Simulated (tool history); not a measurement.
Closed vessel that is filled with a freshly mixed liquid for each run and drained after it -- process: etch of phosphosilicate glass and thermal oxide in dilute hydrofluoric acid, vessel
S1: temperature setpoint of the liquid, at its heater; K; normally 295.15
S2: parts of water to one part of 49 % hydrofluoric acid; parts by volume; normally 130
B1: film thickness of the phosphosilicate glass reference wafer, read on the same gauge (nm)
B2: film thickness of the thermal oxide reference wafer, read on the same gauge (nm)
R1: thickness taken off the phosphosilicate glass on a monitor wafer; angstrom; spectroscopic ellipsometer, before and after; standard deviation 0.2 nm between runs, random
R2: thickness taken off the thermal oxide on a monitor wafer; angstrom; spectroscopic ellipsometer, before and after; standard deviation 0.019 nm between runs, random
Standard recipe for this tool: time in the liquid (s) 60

{"run": 1, "day": 0.0, "S1": 295.15, "S2": 130, "time in the liquid (s)": 60, "B1": 130.04, "B2": 99.979, "R1": 335.6, "R2": 20}
{"day": 1.129, "done": "thermometer replaced"}
{"run": 2, "day": 1.15, "S1": 295.15, "S2": 130, "time in the liquid (s)": 60, "B1": 129.99, "B2": 100.012, "R1": 332.7, "R2": 20.02}
{"run": 3, "day": 2.346, "S1": 295.15, "S2": 130, "time in the liquid (s)": 60, "B1": 130.02, "B2": 100.034, "R1": 330.7, "R2": 19.8}
{"run": 4, "day": 3.212, "S1": 295.15, "S2": 130, "time in the liquid (s)": 60, "B1": 130, "B2": 99.981, "R1": 334.9, "R2": 20.26}
{"run": 5, "day": 4.192, "S1": 295.15, "S2": 130, "time in the liquid (s)": 60, "B1": 129.99, "B2": 99.987, "R1": 334.4, "R2": 19.63}
{"run": 6, "day": 5.633, "S1": 295.15, "S2": 130, "time in the liquid (s)": 60, "B1": 130.01, "B2": 99.991, "R1": 337.4, "R2": 19.78}
{"run": 7, "day": 6.962, "S1": 295.15, "S2": 130, "time in the liquid (s)": 60, "B1": 129.98, "B2": 100.011, "R1": 332.4, "R2": 20.09}
{"day": 8.004, "done": "hydrofluoric acid flow meter replaced"}
{"run": 8, "day": 8.454, "S1": 295.15, "S2": 130, "time in the liquid (s)": 60, "B1": 129.98, "B2": 99.997, "R1": 310.4, "R2": 18.18}
{"run": 9, "day": 9.217, "S1": 295.15, "S2": 130, "time in the liquid (s)": 60, "B1": 129.99, "B2": 100.033, "R1": 309.4, "R2": 18.52}
{"run": 10, "day": 10.108, "S1": 299.15, "S2": 80, "time in the liquid (s)": 60, "B1": 129.99, "B2": 100.003, "R1": 627.3, "R2": 38.28}
{"day": 10.467, "done": "gauge calibrated"}
{"run": 11, "day": 10.717, "S1": 295.15, "S2": 155, "time in the liquid (s)": 40, "B1": 130.01, "B2": 100.03, "R1": 170.8, "R2": 10.03}
{"run": 12, "day": 11.275, "S1": 291.65, "S2": 190, "time in the liquid (s)": 95, "B1": 130.02, "B2": 100.042, "R1": 275.8, "R2": 16.27}
{"run": 13, "day": 12.467, "S1": 295.15, "S2": 70, "time in the liquid (s)": 60, "B1": 130.03, "B2": 99.992, "R1": 616.5, "R2": 36.3}
{"run": 14, "day": 13.754, "S1": 295.15, "S2": 130, "time in the liquid (s)": 30, "B1": 129.96, "B2": 99.967, "R1": 158.2, "R2": 9.35}
{"run": 15, "day": 14.712, "S1": 297.15, "S2": 170, "time in the liquid (s)": 85, "B1": 130.02, "B2": 99.999, "R1": 348, "R2": 20.88}
{"run": 16, "day": 16.454, "S1": 299.15, "S2": 105, "time in the liquid (s)": 30, "B1": 130, "B2": 99.978, "R1": 235, "R2": 13.88}
{"run": 17, "day": 17.742, "S1": 295.15, "S2": 180, "time in the liquid (s)": 40, "B1": 129.97, "B2": 99.994, "R1": 144.2, "R2": 8.64}
{"run": 18, "day": 18.888, "S1": 298.15, "S2": 175, "time in the liquid (s)": 40, "B1": 130.05, "B2": 100.001, "R1": 166.5, "R2": 9.81}
{"run": 19, "day": 20.138, "S1": 295.15, "S2": 95, "time in the liquid (s)": 40, "B1": 130.01, "B2": 100.045, "R1": 302, "R2": 17.93}
{"run": 20, "day": 21.079, "S1": 297.65, "S2": 110, "time in the liquid (s)": 45, "B1": 129.98, "B2": 100.001, "R1": 316.3, "R2": 18.85}
{"run": 21, "day": 22.025, "S1": 295.15, "S2": 170, "time in the liquid (s)": 60, "B1": 129.99, "B2": 100, "R1": 232.1, "R2": 13.57}
{"run": 22, "day": 23.367, "S1": 291.15, "S2": 130, "time in the liquid (s)": 90, "B1": 130.02, "B2": 100.011, "R1": 406.7, "R2": 24.07}
{"run": 23, "day": 24.617, "S1": 295.15, "S2": 130, "time in the liquid (s)": 60, "B1": 130, "B2": 99.983, "R1": 317.7, "R2": 18.82}
{"run": 24, "day": 25.462, "S1": 295.15, "S2": 130, "time in the liquid (s)": 60, "B1": 130.02, "B2": 99.969, "R1": 319.4, "R2": 18.82}
{"run": 25, "day": 28.704, "S1": 298.15, "S2": 115, "time in the liquid (s)": 45, "B1": 130.02, "B2": 100.03, "R1": 312.1, "R2": 18.32}

What if the next run were any one of these 5? Each begins from the tool's condition after run 25:
{"run": "A", "day": 28.733, "S1": 295.15, "S2": 130, "time in the liquid (s)": 60, "B1": "?", "B2": "?", "R1": "?", "R2": "?"}
{"run": "B", "day": 28.733, "S1": 291.65, "S2": 150, "time in the liquid (s)": 90, "B1": "?", "B2": "?", "R1": "?", "R2": "?"}
{"run": "C", "day": 28.733, "S1": 295.15, "S2": 70, "time in the liquid (s)": 30, "B1": "?", "B2": "?", "R1": "?", "R2": "?"}
{"run": "D", "day": 28.733, "S1": 295.15, "S2": 170, "time in the liquid (s)": 85, "B1": "?", "B2": "?", "R1": "?", "R2": "?"}
{"run": "E", "day": 28.733, "S1": 295.15, "S2": 130, "time in the liquid (s)": 85, "B1": "?", "B2": "?", "R1": "?", "R2": "?"}

run=A B1=129.98 B2=99.976 R1=320.5 R2=19.1
run=B B1=129.98 B2=99.976 R1=354.8 R2=21.14
run=C B1=129.98 B2=99.976 R1=318.6 R2=18.98
run=D B1=129.98 B2=99.976 R1=332.9 R2=19.84
run=E B1=129.98 B2=99.976 R1=454.1 R2=27.06
The same runs, with their run-to-run variation unchanged, on a tool lacking any hidden condition would have given:
run=A R1=305.6 R2=18.21
run=B R1=338.2 R2=20.15
run=C R1=304.4 R2=18.14
run=D R1=316.9 R2=18.88
run=E R1=432.9 R2=25.8
